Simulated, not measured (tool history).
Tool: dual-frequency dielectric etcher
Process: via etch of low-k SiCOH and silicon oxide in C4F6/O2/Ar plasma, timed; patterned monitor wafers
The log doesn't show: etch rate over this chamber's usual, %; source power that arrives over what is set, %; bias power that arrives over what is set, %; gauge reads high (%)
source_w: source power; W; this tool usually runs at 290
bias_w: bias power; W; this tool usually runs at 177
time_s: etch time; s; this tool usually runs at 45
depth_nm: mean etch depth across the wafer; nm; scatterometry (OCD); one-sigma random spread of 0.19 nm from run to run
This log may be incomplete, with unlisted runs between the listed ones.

run,day,source_w,bias_w,time_s,wafers since the last listed run,hours since the last wet clean,hours since the last source power generator calibration,hours since the last bias power generator calibration,hours since the last upper electrode change,hours since the gauge calibration,"read-back reference wafer on the same gauge, depth_nm",depth_nm
1,0,290,177,45,0,144.8,1406.4,827.7,1766.2,160.7,95,102.7
2,3.171,290,177,45,695,220.9,1482.5,903.8,1842.3,236.8,95,102.8
3,7.062,230,177,45,854,314.3,1575.9,997.2,1935.7,330.2,95,93.5
4,9.625,290,177,40.5,562,375.8,1637.4,1058.7,1997.2,391.7,95,92.5
5,12.542,290,177,40.5,640,445.8,1707.4,1128.7,2067.2,461.7,95,92.5
6,15.833,290,177,45,722,524.8,1786.4,1207.7,2146.2,540.7,95,103
7,17.929,330,146,45,459,575.1,1836.7,1258,2196.5,591,95,103.2
# day 19.142: wet clean of the chamber
# day 19.175: upper electrode replaced
8,22.188,330,146,45,707,73.1,1938.9,1360.2,72.3,693.2,95,103.2
# day 24.146: gauge calibrated
9,24.671,230,177,45,544,132.7,1998.5,1419.8,131.9,12.6,95,93.5
10,26.783,290,210,45,463,183.4,2049.2,1470.5,182.6,63.3,95,108.3
# day 29.004: bias power generator calibrated
11,29.025,290,137,38.5,455,237.2,2103,0.5,236.4,117.1,95,83.8
12,31.571,330,149,36.5,558,298.3,2164.1,61.6,297.5,178.2,95,85.4
# day 34.342: source power generator calibrated
13,34.779,360,155,45,667,375.3,10.5,138.6,374.5,255.2,95,107.6
14,37.038,340,177,45,495,429.5,64.7,192.8,428.7,309.4,95,108.8
# day 41.933: wet clean of the chamber
15,41.954,260,156,55.5,859,0.5,182.7,310.8,546.7,427.4,95,116.2
16,43.104,290,177,45,252,28.1,210.3,338.4,574.3,455,95,101.8

Pick out some run-to-run changes in depth_nm. Of each, how much would a tool without hidden state show as well, from the settings, what came in and chance, and how much is left for the hidden state and any gauge scatter not in both results compared?
Run 10 -> 11: bias_w 210 -> 137, time_s 45 -> 38.5, bias power generator calibrated. depth_nm -24.5 nm: hidden state +1.3, all else -25.8.
Run 12 -> 13: source_w 330 -> 360, bias_w 149 -> 155, time_s 36.5 -> 45, source power generator calibrated. depth_nm +22.2 nm: hidden state -2, all else +24.2.

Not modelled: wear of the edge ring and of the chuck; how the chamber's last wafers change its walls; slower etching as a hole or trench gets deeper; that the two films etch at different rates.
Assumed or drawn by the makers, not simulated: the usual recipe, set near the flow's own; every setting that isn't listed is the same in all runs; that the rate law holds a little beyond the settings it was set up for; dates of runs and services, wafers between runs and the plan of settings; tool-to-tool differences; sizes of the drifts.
